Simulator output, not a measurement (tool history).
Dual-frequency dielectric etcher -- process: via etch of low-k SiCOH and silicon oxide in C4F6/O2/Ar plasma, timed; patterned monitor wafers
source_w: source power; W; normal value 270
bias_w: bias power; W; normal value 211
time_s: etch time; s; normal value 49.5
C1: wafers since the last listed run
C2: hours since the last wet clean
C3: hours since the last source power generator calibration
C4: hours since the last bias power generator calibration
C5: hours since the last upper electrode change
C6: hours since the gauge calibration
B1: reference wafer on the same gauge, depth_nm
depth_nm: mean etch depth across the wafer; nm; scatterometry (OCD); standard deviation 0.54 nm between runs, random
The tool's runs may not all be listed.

run 1 hour=0 | source_w=270 bias_w=211 time_s=49.5 | C1=0 C2=574.4 C3=5136.3 C4=3846.4 C5=3011.3 C6=165.7 | B1=102 | depth_nm=131.8
-- hour=39.4 bias power generator calibrated
-- hour=45.9 wet clean of the chamber
run 2 hour=46.4 | source_w=270 bias_w=211 time_s=49.5 | C1=381 C2=0.5 C3=5182.7 C4=7 C5=3057.7 C6=212.1 | B1=102 | depth_nm=126.3
run 3 hour=61.3 | source_w=270 bias_w=211 time_s=49.5 | C1=158 C2=15.4 C3=5197.6 C4=21.9 C5=3072.6 C6=227 | B1=101.8 | depth_nm=126.9
run 4 hour=123.7 | source_w=270 bias_w=211 time_s=49.5 | C1=664 C2=77.8 C3=5260 C4=84.3 C5=3135 C6=289.4 | B1=102 | depth_nm=126.5
run 5 hour=159.7 | source_w=270 bias_w=211 time_s=49.5 | C1=383 C2=113.8 C3=5296 C4=120.3 C5=3171 C6=325.4 | B1=102.1 | depth_nm=127.1
run 6 hour=208.1 | source_w=270 bias_w=211 time_s=49.5 | C1=515 C2=162.2 C3=5344.4 C4=168.7 C5=3219.4 C6=373.8 | B1=101.8 | depth_nm=128.1
-- hour=244.9 upper electrode replaced
run 7 hour=250.1 | source_w=270 bias_w=247 time_s=49.5 | C1=191 C2=204.2 C3=5386.4 C4=210.7 C5=5.2 C6=415.8 | B1=102 | depth_nm=131.9
run 8 hour=305 | source_w=290 bias_w=211 time_s=37.5 | C1=584 C2=259.1 C3=5441.3 C4=265.6 C5=60.1 C6=470.7 | B1=101.8 | depth_nm=100.8
run 9 hour=355.5 | source_w=270 bias_w=177 time_s=63 | C1=537 C2=309.6 C3=5491.8 C4=316.1 C5=110.6 C6=521.2 | B1=102.1 | depth_nm=159.4
run 10 hour=409.1 | source_w=250 bias_w=211 time_s=49.5 | C1=570 C2=363.2 C3=5545.4 C4=369.7 C5=164.2 C6=574.8 | B1=102.2 | depth_nm=125.4
run 11 hour=443.7 | source_w=270 bias_w=231 time_s=49.5 | C1=368 C2=397.8 C3=5580 C4=404.3 C5=198.8 C6=609.4 | B1=101.8 | depth_nm=134.4
-- hour=479.6 source power generator calibrated
run 12 hour=494.4 | source_w=270 bias_w=211 time_s=40 | C1=497 C2=448.5 C3=14.8 C4=455 C5=249.5 C6=660.1 | B1=102 | depth_nm=106.3
run 13 hour=531.8 | source_w=230 bias_w=258 time_s=38.5 | C1=398 C2=485.9 C3=52.2 C4=492.4 C5=286.9 C6=697.5 | B1=102.1 | depth_nm=99.6
run 14 hour=620.6 | source_w=310 bias_w=211 time_s=40 | C1=945 C2=574.7 C3=141 C4=581.2 C5=375.7 C6=786.3 | B1=102 | depth_nm=113.3
run 15 hour=682.6 | source_w=240 bias_w=211 time_s=49.5 | C1=660 C2=636.7 C3=203 C4=643.2 C5=437.7 C6=848.3 | B1=102 | depth_nm=126
-- hour=729.9 wet clean of the chamber
run 16 hour=736 | source_w=270 bias_w=176 time_s=49.5 | C1=313 C2=6.1 C3=256.4 C4=696.6 C5=491.1 C6=901.7 | B1=102 | depth_nm=120.7
run 17 hour=775.8 | source_w=270 bias_w=211 time_s=49.5 | C1=423 C2=45.9 C3=296.2 C4=736.4 C5=530.9 C6=941.5 | B1=102.1 | depth_nm=125.6
run 18 hour=841.2 | source_w=270 bias_w=211 time_s=45.5 | C1=696 C2=111.3 C3=361.6 C4=801.8 C5=596.3 C6=1006.9 | B1=101.9 | depth_nm=116.7
run 19 hour=900.2 | source_w=270 bias_w=255 time_s=49.5 | C1=628 C2=170.3 C3=420.6 C4=860.8 C5=655.3 C6=1065.9 | B1=101.9 | depth_nm=132.3
run 20 hour=962.9 | source_w=270 bias_w=211 time_s=49.5 | C1=667 C2=233 C3=483.3 C4=923.5 C5=718 C6=1128.6 | B1=102 | depth_nm=128.2
run 21 hour=987.7 | source_w=270 bias_w=176 time_s=49.5 | C1=264 C2=257.8 C3=508.1 C4=948.3 C5=742.8 C6=1153.4 | B1=102 | depth_nm=122.8
run 22 hour=1022.9 | source_w=270 bias_w=178 time_s=49.5 | C1=374 C2=293 C3=543.3 C4=983.5 C5=778 C6=1188.6 | B1=102.3 | depth_nm=124.8
run 23 hour=1083.9 | source_w=270 bias_w=211 time_s=53.5 | C1=649 C2=354 C3=604.3 C4=1044.5 C5=839 C6=1249.6 | B1=102.1 | depth_nm=140.1
run 24 hour=1149.7 | source_w=240 bias_w=252 time_s=42.5 | C1=700 C2=419.8 C3=670.1 C4=1110.3 C5=904.8 C6=1315.4 | B1=101.9 | depth_nm=110.5
run 25 hour=1204.5 | source_w=300 bias_w=248 time_s=57.5 | C1=583 C2=474.6 C3=724.9 C4=1165.1 C5=959.6 C6=1370.2 | B1=102 | depth_nm=163.8
-- hour=1273.4 wet clean of the chamber
run 26 hour=1273.9 | source_w=270 bias_w=211 time_s=49.5 | C1=483 C2=0.5 C3=794.3 C4=1234.5 C5=1029 C6=1439.6 | B1=102 | depth_nm=125.6
run 27 hour=1283 | source_w=300 bias_w=245 time_s=39.5 | C1=96 C2=9.6 C3=803.4 C4=1243.6 C5=1038.1 C6=1448.7 | B1=101.9 | depth_nm=107.5
run 28 hour=1323.7 | source_w=270 bias_w=211 time_s=55 | C1=433 C2=50.3 C3=844.1 C4=1284.3 C5=1078.8 C6=1489.4 | B1=101.9 | depth_nm=140.7
run 29 hour=1383.6 | source_w=270 bias_w=211 time_s=49.5 | C1=637 C2=110.2 C3=904 C4=1344.2 C5=1138.7 C6=1549.3 | B1=102 | depth_nm=127
run 30 hour=1411.3 | source_w=270 bias_w=211 time_s=49.5 | C1=295 C2=137.9 C3=931.7 C4=1371.9 C5=1166.4 C6=1577 | B1=101.7 | depth_nm=127

Selected run-to-run steps in depth_nm, each split into two signed amounts: the part the tool would show with no hidden state at all (from settings, incoming material and random variation), and the remainder, which goes to the hidden state together with any gauge scatter not common to the measured and the hidden-state-free results:
The tool's hidden condition here consists of: etch rate over this chamber's usual, %; source power that arrives over what is set, %; bias power that arrives over what is set, %; gauge reads high (%).
Run 1 -> 2: bias power generator calibrated, wet clean of the chamber. depth_nm -5.5 nm: hidden state -5.9, all else +0.4.
Run 8 -> 9: source_w 290 -> 270, bias_w 211 -> 177, time_s 37.5 -> 63. depth_nm +58.6 nm: hidden state +2.4, all else +56.2.
Run 15 -> 16: source_w 240 -> 270, bias_w 211 -> 176, wet clean of the chamber. depth_nm -5.3 nm: hidden state -7.6, all else +2.3.
Run 24 -> 25: source_w 240 -> 300, bias_w 252 -> 248, time_s 42.5 -> 57.5. depth_nm +53.3 nm: hidden state +2.6, all else +50.7.
Run 25 -> 26: source_w 300 -> 270, bias_w 248 -> 211, time_s 57.5 -> 49.5, wet clean of the chamber. depth_nm -38.2 nm: hidden state -6.3, all else -31.9.
